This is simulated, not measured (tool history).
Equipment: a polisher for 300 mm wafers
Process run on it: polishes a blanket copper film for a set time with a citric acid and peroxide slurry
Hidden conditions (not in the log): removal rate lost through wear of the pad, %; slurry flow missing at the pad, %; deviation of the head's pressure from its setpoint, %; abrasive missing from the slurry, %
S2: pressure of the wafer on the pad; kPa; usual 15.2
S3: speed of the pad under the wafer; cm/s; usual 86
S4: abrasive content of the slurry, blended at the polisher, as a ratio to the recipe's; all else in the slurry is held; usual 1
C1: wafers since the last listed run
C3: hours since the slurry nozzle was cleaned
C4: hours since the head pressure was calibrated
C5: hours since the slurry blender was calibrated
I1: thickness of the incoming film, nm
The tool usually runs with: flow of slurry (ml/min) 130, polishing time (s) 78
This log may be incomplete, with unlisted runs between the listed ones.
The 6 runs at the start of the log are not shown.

Run 7, day 18.204: usual settings but flow of slurry (ml/min) 100; C1 537; wafers polished on this pad 3623; C3 162.1; C4 265.8; C5 392.4; I1 851.5. Result: film removed (Å) 901.
At day 22.271: worn pad replaced by a new one.
Run 8, day 25.225: usual settings but flow of slurry (ml/min) 110, S2 13.1 kPa, polishing time (s) 97; C1 1378; wafers polished on this pad 594; C3 330.6; C4 434.3; C5 560.9; I1 846.8. Result: film removed (Å) 1013.
Run 9, day 26.496: usual settings but polishing time (s) 89; C1 255; wafers polished on this pad 850; C3 361.1; C4 464.8; C5 591.4; I1 847.5. Result: film removed (Å) 1122.
At day 27.679: slurry blender recalibrated.
Run 10, day 28.942: usual settings but S2 16.5 kPa; C1 475; wafers polished on this pad 1325; C3 419.8; C4 523.5; C5 30.3; I1 848.9. Result: film removed (Å) 1075.
Run 11, day 31.633: usual settings but flow of slurry (ml/min) 115, S2 16.5 kPa, S4 1.2, polishing time (s) 99; C1 541; wafers polished on this pad 1866; C3 484.4; C4 588.1; C5 94.9; I1 837.3. Result: film removed (Å) 1402.
Run 12, day 33.083: usual settings but S4 1.2, polishing time (s) 94; C1 291; wafers polished on this pad 2158; C3 519.2; C4 622.9; C5 129.7; I1 852.5. Result: film removed (Å) 1294.
At day 33.629: slurry nozzle cleaned.
Run 13, day 35.688: usual settings but S3 66 cm/s; C1 515; wafers polished on this pad 2673; C3 49.4; C4 685.4; C5 192.2; I1 862.5. Result: film removed (Å) 800.
Run 14, day 37.125: usual settings but S2 18.6 kPa, S4 1.15; C1 289; wafers polished on this pad 2962; C3 83.9; C4 719.9; C5 226.7; I1 843.7. Result: film removed (Å) 1264.
Run 15, day 39.975: usual settings but flow of slurry (ml/min) 145, S3 68 cm/s; C1 573; wafers polished on this pad 3535; C3 152.3; C4 788.3; C5 295.1; I1 835.2. Result: film removed (Å) 827.
Run 16, day 42.112: usual settings but S4 0.9, polishing time (s) 63; C1 429; wafers polished on this pad 3965; C3 203.6; C4 839.6; C5 346.4; I1 851.4. Result: film removed (Å) 808.
Run 17, day 44.533: usual settings but flow of slurry (ml/min) 165, polishing time (s) 94; C1 486; wafers polished on this pad 4452; C3 261.7; C4 897.7; C5 404.5; I1 859.8. Result: film removed (Å) 1288.
At day 47.071: worn pad replaced by a new one.
At day 48.688: slurry blender recalibrated.
Run 18, day 49.338: usual settings but polishing time (s) 53; C1 915; wafers polished on this pad 438; C3 377; C4 1013; C5 15.6; I1 840.8. Result: film removed (Å) 706.
Run 19, day 51.079: usual settings; C1 350; wafers polished on this pad 789; C3 418.8; C4 1054.8; C5 57.4; I1 856.1. Result: film removed (Å) 1056.
Run 20, day 53.646: usual settings but flow of slurry (ml/min) 150, S3 64 cm/s, S4 1.15; C1 516; wafers polished on this pad 1305; C3 480.4; C4 1116.4; C5 119; I1 855.5. Result: film removed (Å) 835.
At day 54.717: slurry nozzle cleaned.
Run 21, day 55.479: usual settings; C1 360; wafers polished on this pad 1665; C3 18.3; C4 1160.4; C5 163; I1 860.8. Result: film removed (Å) 1054.
At day 56.112: head pressure recalibrated.
Run 22, day 56.771: usual settings but flow of slurry (ml/min) 115, S2 16.5 kPa, S4 1.2, polishing time (s) 99; C1 242; wafers polished on this pad 1908; C3 49.3; C4 15.8; C5 194; I1 852.8. Result: film removed (Å) 1317.
Run 23, day 59.221: usual settings but S2 20 kPa, S3 66 cm/s, S4 0.75; C1 492; wafers polished on this pad 2401; C3 108.1; C4 74.6; C5 252.8; I1 833. Result: film removed (Å) 902.
Run 24, day 60.917: usual settings; C1 341; wafers polished on this pad 2742; C3 148.8; C4 115.3; C5 293.5; I1 844.9. Result: film removed (Å) 974.
Run 25, day 67.792: usual settings; C1 1382; wafers polished on this pad 4124; C3 313.8; C4 280.3; C5 458.5; I1 859.3. Result: film removed (Å) 982.
Run 26, day 69.796: usual settings but S3 62 cm/s; C1 403; wafers polished on this pad 4527; C3 361.9; C4 328.4; C5 506.6; I1 863.7. Result: film removed (Å) 718.
Run 27, day 71.475: usual settings; C1 337; wafers polished on this pad 4865; C3 402.2; C4 368.7; C5 546.9; I1 840.7. Result: film removed (Å) 997.
At day 72.246: slurry blender recalibrated.
At day 72.567: worn pad replaced by a new one.
Run 28, day 73.533: usual settings but flow of slurry (ml/min) 105, S3 68 cm/s, S4 1.15, polishing time (s) 100; C1 363; wafers polished on this pad 194; C3 451.6; C4 418.1; C5 30.9; I1 843.1. Result: film removed (Å) 992.
Run 29, day 75.279: usual settings but polishing time (s) 95; C1 351; wafers polished on this pad 545; C3 493.5; C4 460; C5 72.8; I1 837.3. Result: film removed (Å) 1204.
Run 30, day 77.025: usual settings; C1 351; wafers polished on this pad 896; C3 535.4; C4 501.9; C5 114.7; I1 851.6. Result: film removed (Å) 980.
At day 78.258: slurry nozzle cleaned.
Run 31, day 79.633: usual settings but flow of slurry (ml/min) 115, S2 12.4 kPa, S3 72 cm/s, polishing time (s) 66; C1 516; wafers polished on this pad 1413; C3 33; C4 564.5; C5 177.3; I1 838.4. Result: film removed (Å) 570.

3 options for the next run, each taken on its own from the tool as it stands now. Forecast them:
Run A, day 79.654: usual settings; C1 4; wafers polished on this pad 1417; C3 33.5; C4 565; C5 177.8; I1 855.9. Result: film removed (Å) ?.
Run B, day 79.654: usual settings but flow of slurry (ml/min) 115, S2 11.7 kPa, S4 1.15; C1 4; wafers polished on this pad 1417; C3 33.5; C4 565; C5 177.8; I1 855.9. Result: film removed (Å) ?.
Run C, day 79.654: usual settings but flow of slurry (ml/min) 110, S2 13.1 kPa, S3 58 cm/s, S4 0.9; C1 4; wafers polished on this pad 1417; C3 33.5; C4 565; C5 177.8; I1 855.9. Result: film removed (Å) ?.

run  film removed (Å)
  A              1000
  B               798
  C               563
What these runs would have given with no unlogged condition in the tool:
run  film removed (Å)
  A               945
  B               754
  C               533
